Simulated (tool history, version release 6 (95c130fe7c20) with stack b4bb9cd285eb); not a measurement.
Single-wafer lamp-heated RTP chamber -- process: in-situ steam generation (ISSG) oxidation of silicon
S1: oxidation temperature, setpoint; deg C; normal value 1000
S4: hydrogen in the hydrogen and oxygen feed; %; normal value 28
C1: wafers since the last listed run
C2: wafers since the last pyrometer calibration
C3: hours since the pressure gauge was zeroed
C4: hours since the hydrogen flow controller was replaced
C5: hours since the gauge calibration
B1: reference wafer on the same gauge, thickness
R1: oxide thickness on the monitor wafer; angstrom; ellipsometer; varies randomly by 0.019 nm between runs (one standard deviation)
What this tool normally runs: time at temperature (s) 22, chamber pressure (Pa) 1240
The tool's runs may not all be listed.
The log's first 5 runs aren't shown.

{"run": 6, "hour": 585.0, "S1": 1000, "time at temperature (s)": 29, "chamber pressure (Pa)": 1240, "S4": 26, "C1": 1039, "C2": 4903, "C3": 414.7, "C4": 354.3, "C5": 3325.9, "B1": 4.961, "R1": 64.52}
{"run": 7, "hour": 689.1, "S1": 1000, "time at temperature (s)": 22, "chamber pressure (Pa)": 1240, "S4": 28, "C1": 1043, "C2": 5947, "C3": 518.8, "C4": 458.4, "C5": 3430.0, "B1": 4.963, "R1": 58.17}
{"run": 8, "hour": 784.6, "S1": 1000, "time at temperature (s)": 22, "chamber pressure (Pa)": 1240, "S4": 28, "C1": 957, "C2": 6905, "C3": 614.3, "C4": 553.9, "C5": 3525.5, "B1": 4.958, "R1": 58.42}
{"hour": 807.5, "done": "gauge calibrated"}
{"run": 9, "hour": 830.4, "S1": 1000, "time at temperature (s)": 22, "chamber pressure (Pa)": 1240, "S4": 28, "C1": 459, "C2": 7364, "C3": 660.1, "C4": 599.7, "C5": 22.9, "B1": 4.955, "R1": 58.57}
{"hour": 881.1, "done": "pyrometer window cleaned and pyrometer calibrated"}
{"run": 10, "hour": 920.9, "S1": 1017, "time at temperature (s)": 31, "chamber pressure (Pa)": 1133, "S4": 24, "C1": 827, "C2": 399, "C3": 750.6, "C4": 690.2, "C5": 113.4, "B1": 4.966, "R1": 71.13}
{"run": 11, "hour": 994.2, "S1": 1000, "time at temperature (s)": 22, "chamber pressure (Pa)": 1240, "S4": 18, "C1": 735, "C2": 1134, "C3": 823.9, "C4": 763.5, "C5": 186.7, "B1": 4.958, "R1": 52.01}
{"run": 12, "hour": 1072.2, "S1": 1016, "time at temperature (s)": 14, "chamber pressure (Pa)": 1133, "S4": 28, "C1": 782, "C2": 1916, "C3": 901.9, "C4": 841.5, "C5": 264.7, "B1": 4.961, "R1": 50.73}
{"run": 13, "hour": 1137.0, "S1": 1005, "time at temperature (s)": 22, "chamber pressure (Pa)": 1187, "S4": 32, "C1": 649, "C2": 2566, "C3": 966.7, "C4": 906.3, "C5": 329.5, "B1": 4.95, "R1": 61.03}
{"run": 14, "hour": 1187.6, "S1": 994, "time at temperature (s)": 13, "chamber pressure (Pa)": 1240, "S4": 28, "C1": 507, "C2": 3074, "C3": 1017.3, "C4": 956.9, "C5": 380.1, "B1": 4.953, "R1": 44.55}
{"run": 15, "hour": 1294.2, "S1": 1000, "time at temperature (s)": 22, "chamber pressure (Pa)": 1307, "S4": 28, "C1": 1069, "C2": 4143, "C3": 1123.9, "C4": 1063.5, "C5": 486.7, "B1": 4.97, "R1": 56.92}
{"run": 16, "hour": 1402.2, "S1": 1014, "time at temperature (s)": 22, "chamber pressure (Pa)": 1133, "S4": 28, "C1": 1083, "C2": 5226, "C3": 1231.9, "C4": 1171.5, "C5": 594.7, "B1": 4.962, "R1": 62.24}
{"run": 17, "hour": 1487.8, "S1": 987, "time at temperature (s)": 27, "chamber pressure (Pa)": 1040, "S4": 32, "C1": 858, "C2": 6084, "C3": 1317.5, "C4": 1257.1, "C5": 680.3, "B1": 4.962, "R1": 63.41}
{"hour": 1525.7, "done": "pyrometer window cleaned and pyrometer calibrated"}
{"run": 18, "hour": 1568.4, "S1": 1017, "time at temperature (s)": 31, "chamber pressure (Pa)": 1133, "S4": 24, "C1": 728, "C2": 428, "C3": 1398.1, "C4": 1337.7, "C5": 760.9, "B1": 4.962, "R1": 71.34}
{"run": 19, "hour": 1656.4, "S1": 1000, "time at temperature (s)": 22, "chamber pressure (Pa)": 1240, "S4": 25, "C1": 882, "C2": 1310, "C3": 1486.1, "C4": 1425.7, "C5": 848.9, "B1": 4.96, "R1": 55.53}
{"run": 20, "hour": 1735.1, "S1": 1000, "time at temperature (s)": 22, "chamber pressure (Pa)": 1240, "S4": 28, "C1": 789, "C2": 2099, "C3": 1564.8, "C4": 1504.4, "C5": 927.6, "B1": 4.957, "R1": 56.99}
{"run": 21, "hour": 1833.6, "S1": 987, "time at temperature (s)": 22, "chamber pressure (Pa)": 1240, "S4": 25, "C1": 987, "C2": 3087, "C3": 1663.3, "C4": 1602.9, "C5": 1026.1, "B1": 4.966, "R1": 52.53}
{"run": 22, "hour": 1920.1, "S1": 1000, "time at temperature (s)": 22, "chamber pressure (Pa)": 1240, "S4": 28, "C1": 867, "C2": 3955, "C3": 1749.8, "C4": 1689.4, "C5": 1112.6, "B1": 4.962, "R1": 57.17}
{"run": 23, "hour": 2023.3, "S1": 993, "time at temperature (s)": 22, "chamber pressure (Pa)": 1040, "S4": 22, "C1": 1034, "C2": 4990, "C3": 1853.0, "C4": 1792.6, "C5": 1215.8, "B1": 4.955, "R1": 53.84}
{"run": 24, "hour": 2127.2, "S1": 1011, "time at temperature (s)": 25, "chamber pressure (Pa)": 1053, "S4": 32, "C1": 1041, "C2": 6032, "C3": 1956.9, "C4": 1896.5, "C5": 1319.7, "B1": 4.961, "R1": 68.1}
{"run": 25, "hour": 2180.0, "S1": 1011, "time at temperature (s)": 22, "chamber pressure (Pa)": 1240, "S4": 32, "C1": 529, "C2": 6561, "C3": 2009.7, "C4": 1949.3, "C5": 1372.5, "B1": 4.96, "R1": 62.98}
{"hour": 2196.8, "done": "pyrometer window cleaned and pyrometer calibrated"}
{"run": 26, "hour": 2286.4, "S1": 1016, "time at temperature (s)": 22, "chamber pressure (Pa)": 1240, "S4": 22, "C1": 986, "C2": 898, "C3": 2116.1, "C4": 2055.7, "C5": 1478.9, "B1": 4.962, "R1": 57.94}
{"run": 27, "hour": 2341.9, "S1": 1000, "time at temperature (s)": 22, "chamber pressure (Pa)": 1107, "S4": 28, "C1": 556, "C2": 1455, "C3": 2171.6, "C4": 2111.2, "C5": 1534.4, "B1": 4.961, "R1": 57.67}
{"run": 28, "hour": 2432.4, "S1": 1000, "time at temperature (s)": 22, "chamber pressure (Pa)": 1240, "S4": 28, "C1": 907, "C2": 2362, "C3": 2262.1, "C4": 2201.7, "C5": 1624.9, "B1": 4.966, "R1": 57.15}
{"run": 29, "hour": 2472.9, "S1": 1011, "time at temperature (s)": 18, "chamber pressure (Pa)": 1160, "S4": 32, "C1": 406, "C2": 2769, "C3": 2302.6, "C4": 2242.2, "C5": 1665.4, "B1": 4.963, "R1": 57.0}
{"run": 30, "hour": 2548.3, "S1": 1000, "time at temperature (s)": 28, "chamber pressure (Pa)": 1240, "S4": 32, "C1": 756, "C2": 3525, "C3": 2378.0, "C4": 2317.6, "C5": 1740.8, "B1": 4.961, "R1": 66.67}

5 options for the next run, each taken on its own from the tool as it stands now. Forecast them:
{"run": "A", "hour": 2548.7, "S1": 1000, "time at temperature (s)": 22, "chamber pressure (Pa)": 1240, "S4": 28, "C1": 4, "C2": 3529, "C3": 2378.4, "C4": 2318.0, "C5": 1741.2, "B1": "?", "R1": "?"}
{"run": "B", "hour": 2548.7, "S1": 1000, "time at temperature (s)": 22, "chamber pressure (Pa)": 1360, "S4": 32, "C1": 4, "C2": 3529, "C3": 2378.4, "C4": 2318.0, "C5": 1741.2, "B1": "?", "R1": "?"}
{"run": "C", "hour": 2548.7, "S1": 987, "time at temperature (s)": 19, "chamber pressure (Pa)": 1133, "S4": 28, "C1": 4, "C2": 3529, "C3": 2378.4, "C4": 2318.0, "C5": 1741.2, "B1": "?", "R1": "?"}
{"run": "D", "hour": 2548.7, "S1": 1000, "time at temperature (s)": 14, "chamber pressure (Pa)": 1240, "S4": 28, "C1": 4, "C2": 3529, "C3": 2378.4, "C4": 2318.0, "C5": 1741.2, "B1": "?", "R1": "?"}
{"run": "E", "hour": 2548.7, "S1": 1000, "time at temperature (s)": 22, "chamber pressure (Pa)": 1053, "S4": 28, "C1": 4, "C2": 3529, "C3": 2378.4, "C4": 2318.0, "C5": 1741.2, "B1": "?", "R1": "?"}

run=A B1=4.964 R1=57.41
run=B B1=4.964 R1=57.98
run=C B1=4.964 R1=51.64
run=D B1=4.964 R1=46.89
run=E B1=4.964 R1=58.38
Without the tool's unlogged condition, the same runs would have read:
run=A R1=57.05
run=B R1=57.61
run=C R1=51.35
run=D R1=46.63
run=E R1=58.02
